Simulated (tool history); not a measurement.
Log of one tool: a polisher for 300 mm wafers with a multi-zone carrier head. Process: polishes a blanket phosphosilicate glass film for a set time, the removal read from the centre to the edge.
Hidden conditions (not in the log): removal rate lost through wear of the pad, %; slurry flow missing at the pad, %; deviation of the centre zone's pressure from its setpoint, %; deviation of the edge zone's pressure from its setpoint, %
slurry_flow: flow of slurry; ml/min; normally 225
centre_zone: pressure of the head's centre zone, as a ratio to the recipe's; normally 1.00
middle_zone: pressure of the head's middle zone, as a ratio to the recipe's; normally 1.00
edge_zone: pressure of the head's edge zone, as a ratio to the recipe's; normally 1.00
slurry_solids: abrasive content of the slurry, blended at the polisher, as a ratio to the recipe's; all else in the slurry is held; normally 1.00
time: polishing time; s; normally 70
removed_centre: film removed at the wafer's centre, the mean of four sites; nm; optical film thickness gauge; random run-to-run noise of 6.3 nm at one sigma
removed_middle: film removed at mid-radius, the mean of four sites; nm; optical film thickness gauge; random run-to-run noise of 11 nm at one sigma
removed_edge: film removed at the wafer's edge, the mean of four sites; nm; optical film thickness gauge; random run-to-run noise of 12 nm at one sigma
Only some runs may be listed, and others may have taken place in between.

| run | day | slurry_flow | centre_zone | middle_zone | edge_zone | slurry_solids | time | wafers since the last listed run | wafers polished on this pad | hours since the slurry nozzle was cleaned | hours since the centre zone pressure was calibrated | hours since the edge zone pressure was calibrated | hours since the carrier head's membrane was replaced | incoming thickness of the incoming film, nm | removed_centre | removed_middle | removed_edge |
|---|---|---|---|---|---|---|---|---|---|---|---|---|---|---|---|---|---|
| 1 | 0.000 | 225 | 1.00 | 1.07 | 1.00 | 1.00 | 70 | 0 | 193 | 141.5 | 775.9 | 293.9 | 1628.7 | 2915.1 | 954.0 | 931.9 | 860.1 |
| 2 | 0.454 | 225 | 1.00 | 1.07 | 1.00 | 1.00 | 70 | 52 | 246 | 152.4 | 786.8 | 304.8 | 1639.6 | 2898.8 | 966.7 | 969.9 | 865.7 |
| 3 | 0.771 | 225 | 1.00 | 0.95 | 1.00 | 1.00 | 70 | 36 | 283 | 160.0 | 794.4 | 312.4 | 1647.2 | 2855.5 | 944.7 | 877.1 | 872.7 |
| 4 | 1.350 | 225 | 1.00 | 0.95 | 1.00 | 1.00 | 70 | 67 | 350 | 173.9 | 808.3 | 326.3 | 1661.1 | 2886.6 | 967.2 | 869.6 | 892.8 |
| 5 | 1.762 | 225 | 1.00 | 1.00 | 1.00 | 1.00 | 63 | 48 | 398 | 183.8 | 818.2 | 336.2 | 1671.0 | 2897.4 | 867.6 | 821.5 | 798.7 |
| 6 | 2.029 | 225 | 1.00 | 1.00 | 1.00 | 1.00 | 70 | 31 | 429 | 190.2 | 824.6 | 342.6 | 1677.4 | 2899.5 | 950.8 | 908.5 | 861.3 |
|  | 2.733 | carrier head's membrane replaced by a new one |
| 7 | 2.754 | 225 | 1.00 | 1.00 | 1.00 | 1.00 | 70 | 60 | 490 | 207.6 | 842.0 | 360.0 | 0.5 | 2813.5 | 960.5 | 911.8 | 855.7 |
| 8 | 3.112 | 225 | 1.00 | 1.00 | 1.00 | 1.00 | 70 | 41 | 531 | 216.2 | 850.6 | 368.6 | 9.1 | 2882.7 | 966.1 | 894.1 | 851.7 |
|  | 3.292 | centre zone pressure recalibrated |
| 9 | 3.538 | 225 | 1.00 | 1.00 | 1.00 | 1.00 | 70 | 39 | 571 | 226.4 | 5.9 | 378.8 | 19.3 | 2820.0 | 862.0 | 900.4 | 861.0 |
|  | 4.083 | edge zone pressure recalibrated |
|  | 4.212 | worn pad replaced by a new one |
| 10 | 4.233 | 225 | 1.00 | 1.00 | 1.00 | 1.00 | 70 | 56 | 2 | 243.1 | 22.6 | 3.6 | 36.0 | 2911.2 | 884.6 | 911.2 | 849.4 |
| 11 | 4.400 | 225 | 1.00 | 1.00 | 1.00 | 1.00 | 70 | 19 | 21 | 247.1 | 26.6 | 7.6 | 40.0 | 2867.0 | 876.5 | 900.9 | 869.2 |
| 12 | 4.733 | 300 | 1.00 | 0.91 | 1.00 | 1.00 | 70 | 38 | 60 | 255.1 | 34.6 | 15.6 | 48.0 | 2877.7 | 907.4 | 858.9 | 887.0 |
| 13 | 5.200 | 225 | 1.00 | 1.00 | 1.00 | 1.00 | 70 | 54 | 115 | 266.3 | 45.8 | 26.8 | 59.2 | 2841.6 | 873.4 | 907.8 | 857.2 |
| 14 | 5.679 | 225 | 1.00 | 1.00 | 1.00 | 1.00 | 76 | 55 | 170 | 277.8 | 57.3 | 38.3 | 70.7 | 2883.7 | 965.7 | 979.0 | 928.0 |
|  | 5.729 | slurry nozzle cleaned |
| 15 | 5.942 | 160 | 0.96 | 0.89 | 1.00 | 1.00 | 70 | 25 | 196 | 5.1 | 63.6 | 44.6 | 77.0 | 2868.7 | 832.7 | 793.9 | 847.8 |
| 16 | 6.454 | 225 | 1.00 | 0.90 | 0.92 | 1.10 | 70 | 59 | 256 | 17.4 | 75.9 | 56.9 | 89.3 | 2891.4 | 931.9 | 868.9 | 853.3 |
| 17 | 6.912 | 225 | 1.00 | 1.00 | 1.00 | 1.00 | 70 | 53 | 309 | 28.4 | 86.9 | 67.9 | 100.3 | 2910.1 | 897.2 | 904.9 | 861.9 |
| 18 | 7.175 | 300 | 0.89 | 0.94 | 1.00 | 0.70 | 70 | 30 | 340 | 34.7 | 93.2 | 74.2 | 106.6 | 2869.9 | 697.9 | 749.9 | 749.8 |
| 19 | 7.433 | 150 | 0.97 | 1.00 | 0.92 | 1.00 | 70 | 30 | 370 | 40.9 | 99.4 | 80.4 | 112.8 | 2827.6 | 852.1 | 882.1 | 795.2 |
| 20 | 7.708 | 225 | 1.00 | 1.00 | 1.12 | 1.25 | 48 | 32 | 402 | 47.5 | 106.0 | 87.0 | 119.4 | 2855.1 | 676.1 | 675.2 | 688.0 |
| 21 | 8.321 | 225 | 1.11 | 0.96 | 1.00 | 1.00 | 53 | 71 | 473 | 62.2 | 120.7 | 101.7 | 134.1 | 2851.2 | 756.2 | 641.0 | 657.4 |
| 22 | 9.062 | 155 | 1.09 | 1.00 | 1.00 | 1.00 | 70 | 86 | 560 | 80.0 | 138.5 | 119.5 | 151.9 | 2857.5 | 956.8 | 868.0 | 853.3 |

What differs in the tool's unlogged condition from the final listed run ahead of each entry between runs to the first listed run following it?
Runs 6 to 7: carrier head's membrane replaced by a new one (day 2.733)
  deviation of the centre zone's pressure from its setpoint, %: 11.3 -> 11.4
  difference, measured minus the result without the unlogged condition, removed_centre: +97.5 -> +98.9 nm
Runs 8 to 9: centre zone pressure recalibrated (day 3.292)
  deviation of the centre zone's pressure from its setpoint, %: 11.4 -> 1.7
  difference, measured minus the result without the unlogged condition, removed_centre: +99.6 -> +14.5 nm
Runs 9 to 10: edge zone pressure recalibrated (day 4.083); worn pad replaced by a new one (day 4.212)
  deviation of the centre zone's pressure from its setpoint, %: 1.7 -> 2.38
  difference, measured minus the result without the unlogged condition, removed_centre: +14.5 -> +20.7 nm
Runs 14 to 15: slurry nozzle cleaned (day 5.729)
  deviation of the centre zone's pressure from its setpoint, %: 3.67 -> 3.89
  difference, measured minus the result without the unlogged condition, removed_centre: +34.5 -> +31.5 nm
